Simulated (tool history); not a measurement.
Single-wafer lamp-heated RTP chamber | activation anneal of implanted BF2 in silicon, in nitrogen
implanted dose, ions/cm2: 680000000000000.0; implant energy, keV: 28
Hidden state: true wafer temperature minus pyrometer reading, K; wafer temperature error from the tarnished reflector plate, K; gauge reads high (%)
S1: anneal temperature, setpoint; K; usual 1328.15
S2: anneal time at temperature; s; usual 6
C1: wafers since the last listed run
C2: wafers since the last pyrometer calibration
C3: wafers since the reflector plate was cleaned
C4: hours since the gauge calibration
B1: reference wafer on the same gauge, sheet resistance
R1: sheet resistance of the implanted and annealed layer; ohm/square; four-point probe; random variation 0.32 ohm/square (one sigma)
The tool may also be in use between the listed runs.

Run 1, day 0: usual settings; C1 0; C2 1624; C3 785; C4 650.9; B1 232.12. Result: R1 196.65 ohm/square.
Run 2, day 4.038: usual settings; C1 993; C2 2617; C3 1778; C4 747.8; B1 231.95. Result: R1 196.18 ohm/square.
Run 3, day 7.867: usual settings; C1 942; C2 3560; C3 2721; C4 839.7; B1 231.95. Result: R1 195.47 ohm/square.
Run 4, day 12.342: usual settings; C1 1101; C2 4661; C3 3822; C4 947.1; B1 231.87. Result: R1 194.72 ohm/square.
At day 13.288: pyrometer window cleaned and pyrometer calibrated.
Run 5, day 15.496: usual settings; C1 694; C2 542; C3 4516; C4 1022.8; B1 232.03. Result: R1 197.13 ohm/square.
At day 19.425: reflector plate cleaned.
Run 6, day 19.446: usual settings; C1 889; C2 1432; C3 5; C4 1117.6; B1 231.88. Result: R1 196.99 ohm/square.
At day 20.521: gauge calibrated.
Run 7, day 21.817: usual settings but S1 1309.15 K; C1 583; C2 2016; C3 588; C4 31.1; B1 231.96. Result: R1 201.4 ohm/square.
Run 8, day 24.129: usual settings; C1 569; C2 2585; C3 1157; C4 86.6; B1 231.87. Result: R1 196.7 ohm/square.
Run 9, day 25.783: usual settings but S1 1336.15 K, S2 8 s; C1 407; C2 2992; C3 1564; C4 126.3; B1 231.82. Result: R1 193.32 ohm/square.
Run 10, day 27.592: usual settings but S1 1303.15 K, S2 7 s; C1 444; C2 3437; C3 2009; C4 169.7; B1 231.91. Result: R1 199.97 ohm/square.
At day 30.388: pyrometer window cleaned and pyrometer calibrated.
Run 11, day 31.35: usual settings; C1 842; C2 236; C3 2852; C4 259.9; B1 232.03. Result: R1 196.95 ohm/square.

Run 12 comes next. What will it give?
Run 12, day 35.475: usual settings; C1 1015; C2 1252; C3 3867; C4 358.9; B1 ?. Result: R1 ?.

B1: 231.99
R1: 196.63 ohm/square
Without the tool's hidden state the same run would have given R1 198.02 ohm/square.
